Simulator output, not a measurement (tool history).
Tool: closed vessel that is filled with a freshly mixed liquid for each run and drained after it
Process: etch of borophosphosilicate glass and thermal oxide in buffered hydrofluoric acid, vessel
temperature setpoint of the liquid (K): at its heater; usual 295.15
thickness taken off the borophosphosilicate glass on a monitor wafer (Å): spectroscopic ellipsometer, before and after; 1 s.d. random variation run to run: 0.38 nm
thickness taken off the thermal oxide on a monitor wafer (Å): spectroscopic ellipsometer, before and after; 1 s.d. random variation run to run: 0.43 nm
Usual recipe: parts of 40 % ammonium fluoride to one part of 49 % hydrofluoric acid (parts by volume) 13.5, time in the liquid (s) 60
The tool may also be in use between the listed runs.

run   hour  temperature setpoint of the liquid (K)  parts of 40 % ammonium fluoride to one part of 49 % hydrofluoric acid (parts by volume)  time in the liquid (s)  read-back film thickness of the borophosphosilicate glass reference wafer, read on the same gauge (nm)  read-back film thickness of the thermal oxide reference wafer, read on the same gauge (nm)  thickness taken off the borophosphosilicate glass on a monitor wafer (Å)  thickness taken off the thermal oxide on a monitor wafer (Å)
  1    0.0                                  295.15                                                                                     13.5                      60                                                                                                  130.00                                                                                       90.02                                                                     564.0                                                         486.7
  2   16.5                                  295.15                                                                                     13.5                      60                                                                                                  129.99                                                                                       90.01                                                                     561.3                                                         480.4
  3   33.5                                  295.15                                                                                     13.5                      60                                                                                                  129.95                                                                                       89.98                                                                     574.8                                                         492.5
  4   43.9                                  295.15                                                                                     13.5                      60                                                                                                  130.03                                                                                       90.04                                                                     567.6                                                         487.5
      49.0  -- thermometer replaced
  5   57.3                                  292.65                                                                                     17.5                      50                                                                                                  129.98                                                                                       90.00                                                                     304.8                                                         259.1
  6   68.6                                  297.65                                                                                     19.0                      60                                                                                                  129.97                                                                                       89.98                                                                     446.2                                                         376.5
  7   81.8                                  298.15                                                                                     16.0                      30                                                                                                  130.02                                                                                       90.05                                                                     270.5                                                         230.9
  8  133.5                                  299.65                                                                                     18.5                      30                                                                                                  130.01                                                                                       90.00                                                                     254.5                                                         217.5
  9  149.8                                  295.15                                                                                     13.5                      60                                                                                                  129.93                                                                                       90.00                                                                     551.3                                                         467.7
 10  166.1                                  295.15                                                                                     13.5                      45                                                                                                  130.00                                                                                       90.06                                                                     411.5                                                         348.0
 11  179.5                                  295.15                                                                                     13.5                      60                                                                                                  129.98                                                                                       90.00                                                                     546.4                                                         474.7
 12  190.1                                  292.65                                                                                     13.5                      75                                                                                                  129.97                                                                                       90.04                                                                     599.0                                                         512.0
 13  198.8                                  297.65                                                                                     18.0                      50                                                                                                  129.95                                                                                       90.00                                                                     392.1                                                         336.9
 14  212.8                                  295.15                                                                                      8.5                      30                                                                                                  130.03                                                                                       89.94                                                                     421.7                                                         354.7
 15  223.2                                  295.15                                                                                     15.5                      80                                                                                                  130.00                                                                                       90.02                                                                     646.3                                                         550.6
     232.6  -- hydrofluoric acid flow meter replaced
 16  235.4                                  295.15                                                                                     13.5                      60                                                                                                  130.02                                                                                       89.94                                                                     550.9                                                         464.8
 17  253.1                                  290.65                                                                                     13.5                      40                                                                                                  129.97                                                                                       90.02                                                                     286.8                                                         245.8
 18  269.8                                  291.65                                                                                     11.0                      60                                                                                                  130.06                                                                                       90.01                                                                     560.6                                                         473.3
 19  285.5                                  295.15                                                                                     13.5                      60                                                                                                  130.00                                                                                       90.00                                                                     550.7                                                         464.4
 20  301.5                                  291.15                                                                                     17.5                      30                                                                                                  129.99                                                                                       89.97                                                                     171.0                                                         145.3
 21  316.8                                  293.65                                                                                     13.5                      60                                                                                                  130.01                                                                                       90.02                                                                     508.1                                                         427.7
 22  327.1                                  293.15                                                                                     17.0                      40                                                                                                  129.99                                                                                       90.04                                                                     261.4                                                         223.1
 23  334.6                                  295.15                                                                                     13.5                      85                                                                                                  130.03                                                                                       90.02                                                                     777.9                                                         667.0
 24  349.6                                  295.15                                                                                     13.5                      60                                                                                                  130.03                                                                                       90.01                                                                     552.8                                                         472.5
     358.9  -- gauge calibrated
 25  361.8                                  291.65                                                                                     11.0                      60                                                                                                  129.97                                                                                       89.98                                                                     562.6                                                         475.1
 26  369.2                                  295.15                                                                                     10.5                      90                                                                                                  129.96                                                                                       89.99                                                                    1055.7                                                         915.6

Some steps in thickness taken off the borophosphosilicate glass on a monitor wafer (Å) between neighbouring runs. How much of each would the tool show without its hidden state too (settings, what came in, random variation), and how much is left for the hidden state, with any gauge scatter that isn't in both results?
Hidden state present: liquid hotter than its thermometer reads (K); hydrofluoric acid flow above the setpoint (%); gauge reads high (%).
Run 4 -> 5: temperature setpoint of the liquid (K) 295.15 -> 292.65, parts of 40 % ammonium fluoride to one part of 49 % hydrofluoric acid (parts by volume) 13.5 -> 17.5, time in the liquid (s) 60 -> 50, thermometer replaced. thickness taken off the borophosphosilicate glass on a monitor wafer (Å) -262.8: hidden state -21.0, all else -241.8.
Run 22 -> 23: temperature setpoint of the liquid (K) 293.15 -> 295.15, parts of 40 % ammonium fluoride to one part of 49 % hydrofluoric acid (parts by volume) 17.0 -> 13.5, time in the liquid (s) 40 -> 85. thickness taken off the borophosphosilicate glass on a monitor wafer (Å) +516.5: hidden state +8.8, all else +507.7.
Run 25 -> 26: temperature setpoint of the liquid (K) 291.65 -> 295.15, parts of 40 % ammonium fluoride to one part of 49 % hydrofluoric acid (parts by volume) 11.0 -> 10.5, time in the liquid (s) 60 -> 90. thickness taken off the borophosphosilicate glass on a monitor wafer (Å) +493.1: hidden state +9.6, all else +483.5.

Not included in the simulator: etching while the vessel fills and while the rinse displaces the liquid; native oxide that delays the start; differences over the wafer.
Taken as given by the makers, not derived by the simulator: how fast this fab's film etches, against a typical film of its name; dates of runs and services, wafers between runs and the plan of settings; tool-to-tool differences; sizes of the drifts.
